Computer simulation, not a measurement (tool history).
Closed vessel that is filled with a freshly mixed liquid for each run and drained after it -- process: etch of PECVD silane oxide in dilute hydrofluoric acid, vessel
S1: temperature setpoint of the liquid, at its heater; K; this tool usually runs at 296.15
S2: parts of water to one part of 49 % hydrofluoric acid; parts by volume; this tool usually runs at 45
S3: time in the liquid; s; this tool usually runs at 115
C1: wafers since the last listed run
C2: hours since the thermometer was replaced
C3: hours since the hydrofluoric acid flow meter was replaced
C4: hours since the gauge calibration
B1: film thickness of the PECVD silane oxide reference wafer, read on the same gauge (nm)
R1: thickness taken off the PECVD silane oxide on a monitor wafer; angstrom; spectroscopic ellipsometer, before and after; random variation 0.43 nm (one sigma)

run    hour      S1  S2   S3     C1      C2      C3      C4     B1     R1
  1       0  296.15  45  115      0  1914.7  1314.2    1276     40  481.1
  2    67.8  296.15  45  115   9622  1982.5    1382  1343.8  39.97  479.1
  3   130.3  296.15  45  115   8870    2045  1444.5  1406.3  40.01  481.7
  4   179.5  300.15  55  115   6982  2094.2  1493.7  1455.5  39.98  450.2
  5   245.4  296.15  45  115   9353  2160.1  1559.6  1521.4  40.04  479.2
  6   278.9  296.15  45  115   4754  2193.6  1593.1  1554.9     40  480.3
      301.3  -- thermometer replaced
  7   303.7  296.15  60  115   3377     2.4  1617.9  1579.7  40.01  318.2
      307.4  -- gauge calibrated
  8   345.9  296.15  60  115   5989    44.6  1660.1    38.5  40.03  314.9
  9   416.5  296.15  45  115  10020   115.2  1730.7   109.1  39.96  429.6
 10   473.5  296.15  45  115   8089   172.2  1787.7   166.1  40.01  432.8
 11   535.9  296.15  45  115   8856   234.6  1850.1   228.5  40.01  436.5
 12   578.2  296.15  45  115   6003   276.9  1892.4   270.8  40.01  431.1
 13     604  296.15  45  115   3661   302.7  1918.2   296.6  39.98  429.2
 14   648.6  292.65  55   65   6330   347.3  1962.8   341.2  40.04  169.1
        662  -- hydrofluoric acid flow meter replaced
 15     716  293.15  45  145   9424   414.7      54   408.6  39.95  528.1
 16   753.5  296.15  45  115   5322   452.2    91.5   446.1  39.98    486
 17   806.3  296.15  55   55   7493     505   144.3   498.9     40  182.8
 18   874.5  291.15  45   80   9679   573.2   212.5   567.1  39.97  265.1
 19   936.2  292.65  30  115   8757   634.9   274.2   628.8  40.02  625.5
 20  1007.9  292.15  35  155  10176   706.6   345.9   700.5  39.96  697.5
 21    1074  298.65  45  180   9381   772.7     412   766.6     40  814.7
 22  1140.7  296.15  60  160   9466   839.4   478.7   833.3  40.03  489.3
 23  1209.9  291.15  55  115   9821   908.6   547.9   902.5  40.01  311.7
 24  1260.2  296.15  45   75   7139   958.9   598.2   952.8     40  311.1
 25  1326.9  296.15  45  115   9466  1025.6   664.9  1019.5  40.02  474.9
 26  1398.4  294.15  45   75  10147  1097.1   736.4    1091  39.99  288.6
 27  1430.9  296.15  45  115   4612  1129.6   768.9  1123.5     40  479.1
 28  1469.4  291.15  35   75   5464  1168.1   807.4    1162  40.01  327.3
 29  1536.2  296.15  45  115   9480  1234.9   874.2  1228.8  39.99  473.4
 30  1593.6  298.65  60   65   8146  1292.3   931.6  1286.2  40.01  220.3
 31  1656.9  291.65  35  115   8984  1355.6   994.9  1349.5  39.99  509.7
 32  1697.8  296.15  65   45   5804  1396.5  1035.8  1390.4  40.01  125.6
 33  1750.4  296.15  65   45   7465  1449.1  1088.4    1443  40.02  124.1
 34  1817.5  298.65  60   65   9523  1516.2  1155.5  1510.1  39.98  221.3

What the log doesn't show, run by run:
gauge reads high (%): 0, the same for each run
H1: liquid hotter than its thermometer reads (K)
H2: hydrofluoric acid flow below the setpoint (%)
run     H1     H2
  1   2.03   5.41
  2    2.1   5.69
  3   2.16   5.95
  4   2.21   6.15
  5   2.28   6.42
  6   2.32   6.55
  7  0.244   6.66
  8  0.288   6.83
  9  0.361   7.12
 10  0.421   7.35
 11  0.485   7.61
 12  0.529   7.78
 13  0.556   7.88
 14  0.603   8.07
 15  0.673  0.427
 16  0.712   0.58
 17  0.766  0.796
 18  0.837   1.08
 19  0.901   1.33
 20  0.976   1.62
 21   1.04   1.89
 22   1.11   2.16
 23   1.19   2.45
 24   1.24   2.65
 25   1.31   2.93
 26   1.38   3.22
 27   1.42   3.35
 28   1.46   3.51
 29   1.52   3.78
 30   1.58   4.02
 31   1.65   4.28
 32   1.69   4.44
 33   1.75   4.66
 34   1.82   4.93
